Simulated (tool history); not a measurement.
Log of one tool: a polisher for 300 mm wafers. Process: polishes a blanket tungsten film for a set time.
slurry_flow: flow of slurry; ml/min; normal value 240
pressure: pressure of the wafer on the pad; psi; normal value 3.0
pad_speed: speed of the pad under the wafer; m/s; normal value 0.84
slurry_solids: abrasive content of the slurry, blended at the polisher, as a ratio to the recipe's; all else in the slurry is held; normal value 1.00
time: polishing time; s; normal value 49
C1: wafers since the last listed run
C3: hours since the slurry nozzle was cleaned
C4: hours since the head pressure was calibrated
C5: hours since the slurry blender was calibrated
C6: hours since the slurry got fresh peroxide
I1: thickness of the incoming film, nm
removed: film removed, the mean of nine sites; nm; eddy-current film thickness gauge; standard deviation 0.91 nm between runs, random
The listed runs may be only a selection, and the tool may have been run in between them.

Run 1, day 0.000: usual settings but slurry_solids 1.10; C1 0; wafers polished on this pad 1781; C3 359.3; C4 966.9; C5 740.7; C6 248.5; I1 1370.7. Result: removed 121.5 nm.
Run 2, day 1.600: usual settings but slurry_solids 1.10; C1 277; wafers polished on this pad 2058; C3 397.7; C4 1005.3; C5 779.1; C6 286.9; I1 1345.6. Result: removed 120.1 nm.
At day 2.296: slurry blender recalibrated.
At day 3.400: head pressure recalibrated.
Run 3, day 5.250: usual settings but slurry_flow 170 ml/min, time 34 s; C1 603; wafers polished on this pad 2662; C3 485.3; C4 44.4; C5 70.9; C6 374.5; I1 1373.6. Result: removed 84.4 nm.
Run 4, day 7.012: usual settings but pressure 2.0 psi, pad_speed 1.04 m/s; C1 305; wafers polished on this pad 2968; C3 527.6; C4 86.7; C5 113.2; C6 416.8; I1 1371.9. Result: removed 116.8 nm.
Run 5, day 10.983: usual settings but slurry_flow 265 ml/min, pressure 3.4 psi, slurry_solids 0.85, time 61 s; C1 688; wafers polished on this pad 3656; C3 622.9; C4 182.0; C5 208.5; C6 512.1; I1 1371.4. Result: removed 172.8 nm.
At day 11.612: slurry nozzle cleaned.
Run 6, day 13.912: usual settings but time 62 s; C1 500; wafers polished on this pad 4157; C3 55.2; C4 252.3; C5 278.8; C6 582.4; I1 1385.1. Result: removed 158.5 nm.
Run 7, day 17.738: usual settings; C1 663; wafers polished on this pad 4820; C3 147.0; C4 344.1; C5 370.6; C6 674.2; I1 1372.3. Result: removed 124.0 nm.
At day 19.250: worn pad replaced by a new one.
At day 19.608: slurry tank refilled with fresh slurry and peroxide.
Run 8, day 21.471: usual settings but time 36 s; C1 611; wafers polished on this pad 377; C3 236.6; C4 433.7; C5 460.2; C6 44.7; I1 1377.5. Result: removed 95.7 nm.
Run 9, day 24.142: usual settings but pressure 3.5 psi, time 57 s; C1 463; wafers polished on this pad 840; C3 300.7; C4 497.8; C5 524.3; C6 108.8; I1 1381.0. Result: removed 169.2 nm.
Run 10, day 27.921: usual settings but time 56 s; C1 655; wafers polished on this pad 1496; C3 391.4; C4 588.5; C5 615.0; C6 199.5; I1 1392.8. Result: removed 142.5 nm.
At day 30.125: slurry blender recalibrated.
Run 11, day 30.562: usual settings but slurry_solids 1.25; C1 443; wafers polished on this pad 1939; C3 454.8; C4 651.9; C5 10.5; C6 262.9; I1 1361.4. Result: removed 135.5 nm.
Run 12, day 33.367: usual settings; C1 486; wafers polished on this pad 2425; C3 522.1; C4 719.2; C5 77.8; C6 330.2; I1 1382.0. Result: removed 128.7 nm.
Run 13, day 37.788: usual settings but pressure 3.4 psi; C1 766; wafers polished on this pad 3192; C3 628.2; C4 825.3; C5 183.9; C6 436.3; I1 1364.6. Result: removed 141.4 nm.
At day 40.267: slurry nozzle cleaned.
Run 14, day 40.767: usual settings but pad_speed 0.92 m/s, slurry_solids 0.80, time 35 s; C1 509; wafers polished on this pad 3701; C3 12.0; C4 896.8; C5 255.4; C6 507.8; I1 1359.9. Result: removed 94.1 nm.
Run 15, day 43.000: usual settings but pressure 3.5 psi; C1 387; wafers polished on this pad 4088; C3 65.6; C4 950.4; C5 309.0; C6 561.4; I1 1368.6. Result: removed 141.2 nm.
Run 16, day 46.292: usual settings but slurry_flow 260 ml/min, pressure 2.7 psi, pad_speed 0.54 m/s; C1 570; wafers polished on this pad 4659; C3 144.6; C4 1029.4; C5 388.0; C6 640.4; I1 1361.3. Result: removed 72.9 nm.
At day 48.050: head pressure recalibrated.
At day 49.125: worn pad replaced by a new one.
Run 17, day 49.808: usual settings; C1 566; wafers polished on this pad 118; C3 229.0; C4 42.2; C5 472.4; C6 724.8; I1 1380.2. Result: removed 118.8 nm.
At day 49.883: slurry tank refilled with fresh slurry and peroxide.
Run 18, day 51.583: usual settings but slurry_flow 210 ml/min; C1 300; wafers polished on this pad 418; C3 271.6; C4 84.8; C5 515.0; C6 40.8; I1 1380.5. Result: removed 125.2 nm.
Run 19, day 55.008: usual settings; C1 593; wafers polished on this pad 1012; C3 353.8; C4 167.0; C5 597.2; C6 123.0; I1 1367.8. Result: removed 125.0 nm.
Run 20, day 57.317: usual settings; C1 400; wafers polished on this pad 1412; C3 409.2; C4 222.4; C5 652.6; C6 178.4; I1 1367.8. Result: removed 122.5 nm.
Run 21, day 59.296: usual settings; C1 343; wafers polished on this pad 1755; C3 456.7; C4 269.9; C5 700.1; C6 225.9; I1 1397.9. Result: removed 122.5 nm.
At day 61.542: slurry blender recalibrated.
Run 22, day 62.575: usual settings but slurry_flow 200 ml/min, pressure 2.1 psi, pad_speed 1.08 m/s, slurry_solids 0.85; C1 554; wafers polished on this pad 2310; C3 535.4; C4 348.6; C5 24.8; C6 304.6; I1 1368.2. Result: removed 120.8 nm.
At day 66.612: slurry nozzle cleaned.
Run 23, day 66.812: usual settings but pressure 2.6 psi, pad_speed 1.04 m/s, slurry_solids 1.20, time 36 s; C1 727; wafers polished on this pad 3037; C3 4.8; C4 450.3; C5 126.5; C6 406.3; I1 1360.8. Result: removed 108.9 nm.
Run 24, day 70.346: usual settings but pad_speed 0.94 m/s; C1 612; wafers polished on this pad 3649; C3 89.6; C4 535.1; C5 211.3; C6 491.1; I1 1371.9. Result: removed 143.8 nm.
At day 77.108: worn pad replaced by a new one.
At day 77.858: slurry tank refilled with fresh slurry and peroxide.
Run 25, day 79.400: usual settings; C1 1533; wafers polished on this pad 389; C3 306.9; C4 752.4; C5 428.6; C6 37.0; I1 1389.4. Result: removed 131.4 nm.

Run by run, hidden condition taken away, random variation retained:
Hidden state at play: removal rate lost through wear of the pad, %; slurry flow missing at the pad, %; deviation of the head's pressure from its setpoint, %; abrasive missing from the slurry, %; peroxide lost from the slurry, %.
run  removed
  1    136.4
  2    136.8
  3     88.2
  4    122.6
  5    183.8
  6    170.6
  7    135.7
  8    100.1
  9    179.7
 10    155.0
 11    141.2
 12    135.0
 13    150.5
 14    101.2
 15    153.4
 16     80.5
 17    133.8
 18    132.0
 19    134.7
 20    134.1
 21    136.3
 22    124.3
 23    113.3
 24    151.5
 25    135.6
